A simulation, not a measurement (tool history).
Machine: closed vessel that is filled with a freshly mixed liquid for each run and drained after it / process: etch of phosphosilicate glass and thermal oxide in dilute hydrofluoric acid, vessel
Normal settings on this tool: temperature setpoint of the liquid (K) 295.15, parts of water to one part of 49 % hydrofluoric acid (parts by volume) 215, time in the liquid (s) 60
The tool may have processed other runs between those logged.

run,hour,temperature setpoint of the liquid (K),parts of water to one part of 49 % hydrofluoric acid (parts by volume),time in the liquid (s),"read-back film thickness of the phosphosilicate glass reference wafer, read on the same gauge (nm)","read-back film thickness of the thermal oxide reference wafer, read on the same gauge (nm)",thickness taken off the phosphosilicate glass on a monitor wafer (Å),thickness taken off the thermal oxide on a monitor wafer (Å)
1,0.0,295.15,185,60,30.00,50.011,529.6,11.75
2,55.3,295.15,185,60,30.00,50.010,529.6,12.24
3,108.9,295.15,130,60,30.01,49.986,803.6,18.32
# hour 156.1: hydrofluoric acid flow meter replaced
4,185.7,295.15,215,60,30.00,50.015,451.0,9.77
5,243.5,295.15,215,60,30.01,49.998,450.8,9.63
6,344.5,295.15,215,40,30.02,49.982,297.9,6.48
7,413.8,295.15,215,40,30.00,50.019,296.7,6.36
8,456.9,295.15,300,60,30.00,50.004,293.1,6.67
9,511.0,295.15,300,60,30.01,50.005,292.5,6.81
10,616.1,295.15,215,60,30.00,49.996,445.0,9.77
# hour 618.0: gauge calibrated
11,676.5,291.15,325,80,30.01,49.999,305.3,7.06
# hour 705.9: thermometer replaced
12,755.2,300.15,110,35,29.99,50.014,684.7,16.19
# hour 762.2: hydrofluoric acid flow meter replaced
13,857.2,292.65,115,35,30.00,49.986,494.3,11.16
14,925.4,295.15,255,60,30.01,49.986,364.1,8.27
15,968.4,298.15,295,80,30.00,50.004,446.6,10.10
16,1044.5,295.15,215,60,30.01,49.993,450.0,9.79
17,1113.3,295.15,215,45,30.01,49.989,334.3,7.39
18,1162.3,299.65,215,60,30.00,50.007,526.3,11.73
19,1198.7,295.15,160,60,30.00,49.977,631.4,14.15
20,1291.3,295.15,215,60,30.00,50.002,444.4,9.96
21,1397.6,292.15,285,60,30.01,49.983,280.7,6.42
22,1441.8,295.15,215,60,29.99,49.994,442.7,10.02
# hour 1455.3: hydrofluoric acid flow meter replaced
23,1536.5,290.65,285,70,29.98,49.977,312.6,7.19
24,1600.1,298.65,160,30,30.01,50.000,365.3,8.02

What if the next run were any one of these 5? Each begins from the tool's condition after run 24:
A,1600.8,295.15,215,60,?,?,?,?
B,1600.8,295.15,135,75,?,?,?,?
C,1600.8,295.15,150,60,?,?,?,?
D,1600.8,297.65,145,90,?,?,?,?
E,1600.8,295.15,215,75,?,?,?,?

run,"read-back film thickness of the phosphosilicate glass reference wafer, read on the same gauge (nm)","read-back film thickness of the thermal oxide reference wafer, read on the same gauge (nm)",thickness taken off the phosphosilicate glass on a monitor wafer (Å),thickness taken off the thermal oxide on a monitor wafer (Å)
A,30.02,49.976,450.0,9.77
B,30.02,49.976,975.4,21.18
C,30.02,49.976,690.8,15.00
D,30.02,49.976,1187.1,25.78
E,30.02,49.976,562.6,12.22
Without the tool's unlogged condition, the same runs would have read:
run,thickness taken off the phosphosilicate glass on a monitor wafer (Å),thickness taken off the thermal oxide on a monitor wafer (Å)
A,452.5,9.83
B,980.5,21.29
C,694.4,15.08
D,1193.3,25.92
E,565.6,12.28
